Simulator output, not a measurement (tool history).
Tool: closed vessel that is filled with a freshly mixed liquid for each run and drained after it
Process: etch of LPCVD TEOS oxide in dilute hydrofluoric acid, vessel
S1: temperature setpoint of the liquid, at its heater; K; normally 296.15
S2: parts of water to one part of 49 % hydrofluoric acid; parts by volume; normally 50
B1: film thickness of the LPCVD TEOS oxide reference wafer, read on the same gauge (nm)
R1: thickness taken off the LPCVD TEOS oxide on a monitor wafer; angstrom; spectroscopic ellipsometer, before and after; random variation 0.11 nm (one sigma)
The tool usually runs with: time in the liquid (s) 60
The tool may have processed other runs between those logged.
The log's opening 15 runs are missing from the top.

run 16 hour=197.3 | S1=298.65 S2=60 time_in_the_liquid_(s)=60 | B1=80.01 | R1=283.9
run 17 hour=211.2 | S1=296.15 S2=50 time_in_the_liquid_(s)=60 | B1=80.03 | R1=310.9
-- hour=212.7 hydrofluoric acid flow meter replaced
run 18 hour=254.4 | S1=296.15 S2=70 time_in_the_liquid_(s)=60 | B1=80.00 | R1=225.9
run 19 hour=266.8 | S1=297.65 S2=75 time_in_the_liquid_(s)=85 | B1=79.97 | R1=315.5
run 20 hour=277.7 | S1=296.15 S2=50 time_in_the_liquid_(s)=45 | B1=80.00 | R1=243.7
run 21 hour=287.9 | S1=298.65 S2=50 time_in_the_liquid_(s)=30 | B1=80.00 | R1=180.3
run 22 hour=299.7 | S1=294.65 S2=70 time_in_the_liquid_(s)=60 | B1=80.00 | R1=210.9
run 23 hour=315.9 | S1=296.15 S2=50 time_in_the_liquid_(s)=60 | B1=80.01 | R1=325.9
run 24 hour=333.0 | S1=292.15 S2=25 time_in_the_liquid_(s)=60 | B1=80.03 | R1=564.3
run 25 hour=349.9 | S1=293.65 S2=50 time_in_the_liquid_(s)=70 | B1=79.98 | R1=339.8
run 26 hour=363.4 | S1=300.15 S2=75 time_in_the_liquid_(s)=60 | B1=80.01 | R1=246.4
run 27 hour=374.7 | S1=296.15 S2=50 time_in_the_liquid_(s)=60 | B1=80.00 | R1=322.7
run 28 hour=382.8 | S1=296.15 S2=50 time_in_the_liquid_(s)=60 | B1=80.01 | R1=324.8
run 29 hour=392.3 | S1=296.15 S2=50 time_in_the_liquid_(s)=60 | B1=79.97 | R1=325.5
run 30 hour=406.3 | S1=296.15 S2=50 time_in_the_liquid_(s)=60 | B1=80.01 | R1=323.6
-- hour=423.6 gauge calibrated
run 31 hour=448.4 | S1=296.15 S2=30 time_in_the_liquid_(s)=50 | B1=80.01 | R1=463.9
run 32 hour=462.2 | S1=296.15 S2=50 time_in_the_liquid_(s)=60 | B1=79.98 | R1=323.8

Consider 5 possible next runs. They are alternatives, not a sequence: every one starts from the tool as it was left by run 32. What does each give?
run A hour=462.9 | S1=296.15 S2=50 time_in_the_liquid_(s)=90 | B1=? | R1=?
run B hour=462.9 | S1=300.65 S2=50 time_in_the_liquid_(s)=60 | B1=? | R1=?
run C hour=462.9 | S1=291.15 S2=50 time_in_the_liquid_(s)=60 | B1=? | R1=?
run D hour=462.9 | S1=300.65 S2=70 time_in_the_liquid_(s)=85 | B1=? | R1=?
run E hour=462.9 | S1=292.15 S2=50 time_in_the_liquid_(s)=50 | B1=? | R1=?

run=A B1=79.99 R1=485.9
run=B B1=79.99 R1=388.7
run=C B1=79.99 R1=262.6
run=D B1=79.99 R1=381.8
run=E B1=79.99 R1=228.4
Had the tool no hidden state, the same runs would have come out as:
run=A R1=480.0
run=B R1=384.4
run=C R1=259.0
run=D R1=378.0
run=E R1=225.3

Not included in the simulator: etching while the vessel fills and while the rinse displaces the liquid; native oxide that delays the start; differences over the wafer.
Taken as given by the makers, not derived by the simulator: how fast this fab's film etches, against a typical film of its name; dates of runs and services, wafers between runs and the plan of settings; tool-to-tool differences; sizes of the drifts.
